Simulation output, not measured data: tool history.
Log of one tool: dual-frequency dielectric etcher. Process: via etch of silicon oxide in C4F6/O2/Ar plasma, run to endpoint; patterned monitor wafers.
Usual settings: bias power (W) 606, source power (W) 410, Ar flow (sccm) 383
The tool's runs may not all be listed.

| run | hour | bias power (W) | source power (W) | Ar flow (sccm) | wafers since the last listed run | hours since the last wet clean | hours since the last bias power generator calibration | hours since the last source power generator calibration | hours since the last Ar flow controller change | hours since the last upper electrode change | incoming incoming film thickness, nm | endpoint time (s) |
|---|---|---|---|---|---|---|---|---|---|---|---|---|
| 1 | 0 | 606 | 410 | 383 | 0 | 426.7 | 1958.2 | 3455.8 | 2343.3 | 1890.2 | 111.1 | 28.5 |
|  | 29.2 | wet clean of the chamber |
|  | 32.3 | Ar flow controller replaced |
| 2 | 32.8 | 606 | 410 | 383 | 76 | 3.6 | 1991 | 3488.6 | 0.5 | 1923 | 110.9 | 27.2 |
| 3 | 33.1 | 669 | 410 | 383 | 4 | 3.9 | 1991.3 | 3488.9 | 0.8 | 1923.3 | 111.9 | 25.6 |
| 4 | 33.6 | 606 | 410 | 383 | 6 | 4.4 | 1991.8 | 3489.4 | 1.3 | 1923.8 | 111.8 | 27.1 |
| 5 | 50.6 | 606 | 410 | 383 | 228 | 21.4 | 2008.8 | 3506.4 | 18.3 | 1940.8 | 110.9 | 27.1 |
|  | 58.2 | source power generator calibrated |
| 6 | 59.7 | 707 | 310 | 290 | 68 | 30.5 | 2017.9 | 1.5 | 27.4 | 1949.9 | 112.2 | 26.1 |
| 7 | 70.1 | 606 | 410 | 383 | 139 | 40.9 | 2028.3 | 11.9 | 37.8 | 1960.3 | 111.8 | 27.1 |
| 8 | 82.7 | 651 | 330 | 301 | 169 | 53.5 | 2040.9 | 24.5 | 50.4 | 1972.9 | 111.7 | 26.9 |
| 9 | 90 | 531 | 480 | 408 | 98 | 60.8 | 2048.2 | 31.8 | 57.7 | 1980.2 | 111.3 | 28.1 |
|  | 123.7 | upper electrode replaced |
| 10 | 124.2 | 606 | 410 | 383 | 137 | 95 | 2082.4 | 66 | 91.9 | 0.5 | 111.8 | 27.4 |
| 11 | 124.5 | 606 | 410 | 410 | 4 | 95.3 | 2082.7 | 66.3 | 92.2 | 0.8 | 111.3 | 27.7 |
| 12 | 127.1 | 699 | 490 | 355 | 34 | 97.9 | 2085.3 | 68.9 | 94.8 | 3.4 | 112.4 | 24.1 |
| 13 | 144.6 | 469 | 320 | 444 | 235 | 115.4 | 2102.8 | 86.4 | 112.3 | 20.9 | 112 | 34.6 |
| 14 | 158.6 | 493 | 410 | 422 | 188 | 129.4 | 2116.8 | 100.4 | 126.3 | 34.9 | 111.3 | 30.9 |
| 15 | 173 | 758 | 460 | 304 | 193 | 143.8 | 2131.2 | 114.8 | 140.7 | 49.3 | 111.6 | 23.2 |
| 16 | 181.6 | 606 | 410 | 383 | 115 | 152.4 | 2139.8 | 123.4 | 149.3 | 57.9 | 110.9 | 27.4 |
| 17 | 195.2 | 484 | 410 | 383 | 183 | 166 | 2153.4 | 137 | 162.9 | 71.5 | 111.6 | 31 |
| 18 | 210.4 | 606 | 480 | 383 | 204 | 181.2 | 2168.6 | 152.2 | 178.1 | 86.7 | 112.1 | 26.2 |
|  | 225.2 | bias power generator calibrated |
| 19 | 225.7 | 674 | 410 | 383 | 152 | 196.5 | 0.5 | 167.5 | 193.4 | 102 | 112.4 | 26.5 |
| 20 | 238.2 | 606 | 410 | 383 | 168 | 209 | 13 | 180 | 205.9 | 114.5 | 112.4 | 28.2 |
| 21 | 245.3 | 606 | 410 | 353 | 95 | 216.1 | 20.1 | 187.1 | 213 | 121.6 | 111.5 | 27.5 |

The next listed run, before its measurement:
| 22 | 256.2 | 606 | 380 | 303 | 146 | 227 | 31 | 198 | 223.9 | 132.5 | 110.9 | ? |

endpoint time (s): 27.1
Without the tool's hidden state the same run would have given endpoint time (s) 26.5.

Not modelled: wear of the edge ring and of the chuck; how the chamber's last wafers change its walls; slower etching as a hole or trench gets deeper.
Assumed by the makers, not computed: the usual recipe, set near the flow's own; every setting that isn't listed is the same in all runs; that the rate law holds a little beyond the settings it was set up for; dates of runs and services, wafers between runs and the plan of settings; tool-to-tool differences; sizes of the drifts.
